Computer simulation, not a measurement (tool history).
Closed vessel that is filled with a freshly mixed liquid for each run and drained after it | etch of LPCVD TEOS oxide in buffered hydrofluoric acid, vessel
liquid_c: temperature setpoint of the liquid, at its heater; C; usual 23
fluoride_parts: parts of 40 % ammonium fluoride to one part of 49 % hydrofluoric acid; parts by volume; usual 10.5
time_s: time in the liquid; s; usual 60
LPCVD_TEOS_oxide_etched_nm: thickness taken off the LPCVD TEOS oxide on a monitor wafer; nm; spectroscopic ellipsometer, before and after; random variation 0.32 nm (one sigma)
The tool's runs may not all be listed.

| run | hour | liquid_c | fluoride_parts | time_s | wafers since the last listed run | hours since the thermometer was replaced | hours since the hydrofluoric acid flow meter was replaced | hours since the gauge calibration | read-back film thickness of the LPCVD TEOS oxide reference wafer, read on the same gauge (nm) | LPCVD_TEOS_oxide_etched_nm |
|---|---|---|---|---|---|---|---|---|---|---|
| 1 | 0 | 23 | 10.5 | 65 | 0 | 2119.6 | 846.8 | 195.2 | 60.71 | 97.08 |
| 2 | 15.2 | 23 | 10.5 | 65 | 962 | 2134.8 | 862 | 210.4 | 60.75 | 97.11 |
| 3 | 27.8 | 23 | 10.5 | 65 | 797 | 2147.4 | 874.6 | 223 | 60.76 | 96.55 |
| 4 | 41.7 | 26 | 10.5 | 60 | 879 | 2161.3 | 888.5 | 236.9 | 60.77 | 105.11 |
| 5 | 61.2 | 26 | 10.5 | 60 | 1234 | 2180.8 | 908 | 256.4 | 60.78 | 105.42 |
| 6 | 81.5 | 23 | 10.5 | 60 | 1284 | 2201.1 | 928.3 | 276.7 | 60.8 | 88.73 |
| 7 | 106.3 | 23 | 10.5 | 60 | 1569 | 2225.9 | 953.1 | 301.5 | 60.77 | 89.65 |
|  | 142.5 | gauge calibrated |
|  | 146.2 | hydrofluoric acid flow meter replaced |
| 8 | 191.7 | 23 | 10.5 | 60 | 5341 | 2311.3 | 45.5 | 49.2 | 60.29 | 88.87 |
|  | 196.8 | thermometer replaced |
| 9 | 225.9 | 23 | 10.5 | 60 | 2101 | 29.1 | 79.7 | 83.4 | 60.42 | 88.86 |
| 10 | 246.1 | 23 | 10.5 | 60 | 1278 | 49.3 | 99.9 | 103.6 | 60.49 | 89.13 |
| 11 | 262.6 | 26.5 | 8.5 | 60 | 1044 | 65.8 | 116.4 | 120.1 | 60.53 | 128.33 |
| 12 | 275.3 | 18 | 10.5 | 60 | 803 | 78.5 | 129.1 | 132.8 | 60.54 | 67.54 |
| 13 | 297.7 | 23 | 10.5 | 60 | 1417 | 100.9 | 151.5 | 155.2 | 60.61 | 89.11 |
| 14 | 326.5 | 19.5 | 8.5 | 30 | 1822 | 129.7 | 180.3 | 184 | 60.64 | 43.54 |
| 15 | 346.5 | 19 | 12 | 30 | 1265 | 149.7 | 200.3 | 204 | 60.66 | 31.02 |
| 16 | 380.3 | 24.5 | 12.5 | 80 | 2139 | 183.5 | 234.1 | 237.8 | 60.68 | 108.92 |
|  | 397.2 | gauge calibrated |
| 17 | 410.1 | 24.5 | 7.5 | 60 | 1886 | 213.3 | 263.9 | 12.9 | 60.03 | 130.39 |
| 18 | 427.1 | 20 | 10.5 | 85 | 1075 | 230.3 | 280.9 | 29.9 | 60.11 | 106.78 |
| 19 | 457.1 | 26 | 10.5 | 90 | 1898 | 260.3 | 310.9 | 59.9 | 60.26 | 155.37 |

Some steps in LPCVD_TEOS_oxide_etched_nm between neighbouring runs. How much of each would the tool show without its hidden state too (settings, what came in, random variation), and how much is left for the hidden state, with any gauge scatter that isn't in both results?
The hidden state here: liquid colder than its thermometer reads (K); hydrofluoric acid flow above the setpoint (%); gauge reads high (%).
Run 15 -> 16: liquid_c 19 -> 24.5, fluoride_parts 12 -> 12.5, time_s 30 -> 80. LPCVD_TEOS_oxide_etched_nm +77.9 nm: hidden state +0.9, all else +77.
Run 16 -> 17: fluoride_parts 12.5 -> 7.5, time_s 80 -> 60, gauge calibrated. LPCVD_TEOS_oxide_etched_nm +21.47 nm: hidden state -1.22, all else +22.69.
